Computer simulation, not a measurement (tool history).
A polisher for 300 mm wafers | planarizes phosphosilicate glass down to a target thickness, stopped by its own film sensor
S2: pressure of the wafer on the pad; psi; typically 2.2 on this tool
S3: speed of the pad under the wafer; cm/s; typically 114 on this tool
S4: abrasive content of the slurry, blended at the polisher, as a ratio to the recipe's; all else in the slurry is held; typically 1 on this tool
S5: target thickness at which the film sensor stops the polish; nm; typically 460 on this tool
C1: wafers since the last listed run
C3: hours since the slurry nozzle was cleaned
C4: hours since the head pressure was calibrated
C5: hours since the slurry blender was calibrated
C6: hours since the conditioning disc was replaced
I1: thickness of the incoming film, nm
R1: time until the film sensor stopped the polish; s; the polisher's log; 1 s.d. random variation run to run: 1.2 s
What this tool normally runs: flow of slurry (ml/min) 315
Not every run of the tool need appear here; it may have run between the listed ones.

run 1 day=0 | flow_of_slurry_(ml/min)=370 S2=2.2 S3=114 S4=1 S5=402 | C1=0 wafers_polished_on_this_pad=714 C3=478.7 C4=1316.6 C5=365.2 C6=133.9 | I1=1024.7 | R1=82.4
run 2 day=0.679 | flow_of_slurry_(ml/min)=315 S2=2.2 S3=114 S4=0.85 S5=460 | C1=162 wafers_polished_on_this_pad=876 C3=495 C4=1332.9 C5=381.5 C6=150.2 | I1=1019.2 | R1=85.6
-- day=1.271 slurry nozzle cleaned
run 3 day=1.325 | flow_of_slurry_(ml/min)=315 S2=2.2 S3=114 S4=0.85 S5=460 | C1=144 wafers_polished_on_this_pad=1021 C3=1.3 C4=1348.4 C5=397 C6=165.7 | I1=1013.4 | R1=83.1
-- day=1.792 worn pad replaced by a new one
run 4 day=1.812 | flow_of_slurry_(ml/min)=315 S2=2.2 S3=114 S4=0.85 S5=460 | C1=76 wafers_polished_on_this_pad=4 C3=13 C4=1360.1 C5=408.7 C6=177.4 | I1=1024.7 | R1=89.2
run 5 day=2.25 | flow_of_slurry_(ml/min)=315 S2=2.5 S3=114 S4=1 S5=460 | C1=104 wafers_polished_on_this_pad=109 C3=23.5 C4=1370.6 C5=419.2 C6=187.9 | I1=1017.9 | R1=68.7
run 6 day=2.5 | flow_of_slurry_(ml/min)=315 S2=2.2 S3=114 S4=1 S5=460 | C1=59 wafers_polished_on_this_pad=169 C3=29.5 C4=1376.6 C5=425.2 C6=193.9 | I1=1020.4 | R1=80.3
run 7 day=2.912 | flow_of_slurry_(ml/min)=315 S2=2.4 S3=114 S4=0.9 S5=460 | C1=98 wafers_polished_on_this_pad=267 C3=39.4 C4=1386.5 C5=435.1 C6=203.8 | I1=1030.9 | R1=77.9
run 8 day=3.375 | flow_of_slurry_(ml/min)=315 S2=2.2 S3=114 S4=1 S5=460 | C1=110 wafers_polished_on_this_pad=378 C3=50.5 C4=1397.6 C5=446.2 C6=214.9 | I1=1032.5 | R1=80.7
-- day=3.546 slurry blender recalibrated
-- day=3.888 head pressure recalibrated
run 9 day=4.062 | flow_of_slurry_(ml/min)=315 S2=2.2 S3=114 S4=1 S5=460 | C1=124 wafers_polished_on_this_pad=503 C3=67 C4=4.2 C5=12.4 C6=231.4 | I1=1021.9 | R1=80.3
run 10 day=4.442 | flow_of_slurry_(ml/min)=400 S2=2.6 S3=86 S4=1.3 S5=460 | C1=90 wafers_polished_on_this_pad=593 C3=76.1 C4=13.3 C5=21.5 C6=240.5 | I1=1008.6 | R1=69.8
run 11 day=4.904 | flow_of_slurry_(ml/min)=225 S2=2.9 S3=114 S4=1 S5=536 | C1=110 wafers_polished_on_this_pad=704 C3=87.2 C4=24.4 C5=32.6 C6=251.6 | I1=1011.2 | R1=56.8
-- day=5.658 worn pad replaced by a new one
run 12 day=5.679 | flow_of_slurry_(ml/min)=280 S2=2.2 S3=86 S4=1 S5=399 | C1=145 wafers_polished_on_this_pad=4 C3=105.8 C4=43 C5=51.2 C6=270.2 | I1=1024.5 | R1=110.3
run 13 day=6.004 | flow_of_slurry_(ml/min)=215 S2=2.5 S3=136 S4=1 S5=532 | C1=77 wafers_polished_on_this_pad=82 C3=113.6 C4=50.8 C5=59 C6=278 | I1=1030.9 | R1=59.2
run 14 day=6.571 | flow_of_slurry_(ml/min)=315 S2=2.2 S3=114 S4=1 S5=460 | C1=135 wafers_polished_on_this_pad=217 C3=127.2 C4=64.4 C5=72.6 C6=291.6 | I1=1037.8 | R1=83.7
run 15 day=7.175 | flow_of_slurry_(ml/min)=315 S2=2.4 S3=114 S4=1.3 S5=460 | C1=144 wafers_polished_on_this_pad=362 C3=141.7 C4=78.9 C5=87.1 C6=306.1 | I1=1023 | R1=66.7
run 16 day=7.429 | flow_of_slurry_(ml/min)=315 S2=2.2 S3=114 S4=1 S5=460 | C1=60 wafers_polished_on_this_pad=423 C3=147.8 C4=85 C5=93.2 C6=312.2 | I1=1027.9 | R1=83.3
run 17 day=7.975 | flow_of_slurry_(ml/min)=315 S2=2.2 S3=114 S4=1 S5=460 | C1=130 wafers_polished_on_this_pad=553 C3=160.9 C4=98.1 C5=106.3 C6=325.3 | I1=1014.5 | R1=79
run 18 day=8.279 | flow_of_slurry_(ml/min)=315 S2=1.8 S3=114 S4=1 S5=460 | C1=72 wafers_polished_on_this_pad=626 C3=168.2 C4=105.4 C5=113.6 C6=332.6 | I1=1004.1 | R1=94.7
-- day=8.571 conditioning disc replaced and pad reconditioned
-- day=9.554 worn pad replaced by a new one
run 19 day=9.575 | flow_of_slurry_(ml/min)=245 S2=2.6 S3=80 S4=1 S5=630 | C1=250 wafers_polished_on_this_pad=5 C3=199.3 C4=136.5 C5=144.7 C6=24.1 | I1=1010 | R1=56.8
run 20 day=9.854 | flow_of_slurry_(ml/min)=315 S2=2.2 S3=114 S4=1 S5=648 | C1=66 wafers_polished_on_this_pad=71 C3=206 C4=143.2 C5=151.4 C6=30.8 | I1=1004.3 | R1=47.2
run 21 day=10.125 | flow_of_slurry_(ml/min)=350 S2=2.6 S3=84 S4=1 S5=549 | C1=64 wafers_polished_on_this_pad=136 C3=212.5 C4=149.7 C5=157.9 C6=37.3 | I1=1018.7 | R1=64.9
run 22 day=10.571 | flow_of_slurry_(ml/min)=315 S2=3 S3=114 S4=0.8 S5=623 | C1=106 wafers_polished_on_this_pad=243 C3=223.2 C4=160.4 C5=168.6 C6=48 | I1=1030.5 | R1=46.1
run 23 day=10.988 | flow_of_slurry_(ml/min)=315 S2=2.2 S3=114 S4=1 S5=460 | C1=99 wafers_polished_on_this_pad=342 C3=233.2 C4=170.4 C5=178.6 C6=58 | I1=1024.3 | R1=75.5
run 24 day=11.671 | flow_of_slurry_(ml/min)=315 S2=2.2 S3=114 S4=1 S5=460 | C1=163 wafers_polished_on_this_pad=506 C3=249.6 C4=186.8 C5=195 C6=74.4 | I1=1037.9 | R1=76.2
run 25 day=12.142 | flow_of_slurry_(ml/min)=375 S2=1.7 S3=102 S4=1 S5=558 | C1=112 wafers_polished_on_this_pad=618 C3=260.9 C4=198.1 C5=206.3 C6=85.7 | I1=1012.7 | R1=82.2
run 26 day=12.488 | flow_of_slurry_(ml/min)=315 S2=2.2 S3=114 S4=1 S5=460 | C1=82 wafers_polished_on_this_pad=701 C3=269.2 C4=206.4 C5=214.6 C6=94 | I1=1023.8 | R1=76.5
run 27 day=13.183 | flow_of_slurry_(ml/min)=315 S2=2.2 S3=86 S4=0.9 S5=520 | C1=166 wafers_polished_on_this_pad=867 C3=285.9 C4=223.1 C5=231.3 C6=110.7 | I1=1012.5 | R1=89.5

Entry by entry between the runs, the difference in hidden state between the last listed run before and the first listed run after:
From run 2 to run 3: slurry nozzle cleaned (day 1.271)
  time polished since the conditioner stopped cutting, s: 176 -> 190
  measured minus no-state result, R1: +6.7 -> +6.9 s
From run 3 to run 4: worn pad replaced by a new one (day 1.792)
  time polished since the conditioner stopped cutting, s: 190 -> 202
  measured minus no-state result, R1: +6.9 -> +7.9 s
From run 8 to run 9: slurry blender recalibrated (day 3.546); head pressure recalibrated (day 3.888)
  time polished since the conditioner stopped cutting, s: 237 -> 253
  measured minus no-state result, R1: +8.1 -> +8.6 s
From run 11 to run 12: worn pad replaced by a new one (day 5.658)
  time polished since the conditioner stopped cutting, s: 272 -> 290
  measured minus no-state result, R1: +7.9 -> +10.7 s
From run 18 to run 19: conditioning disc replaced and pad reconditioned (day 8.571); worn pad replaced by a new one (day 9.554)
  time polished since the conditioner stopped cutting, s: 350 -> 54.5
  measured minus no-state result, R1: +11.4 -> +1.3 s
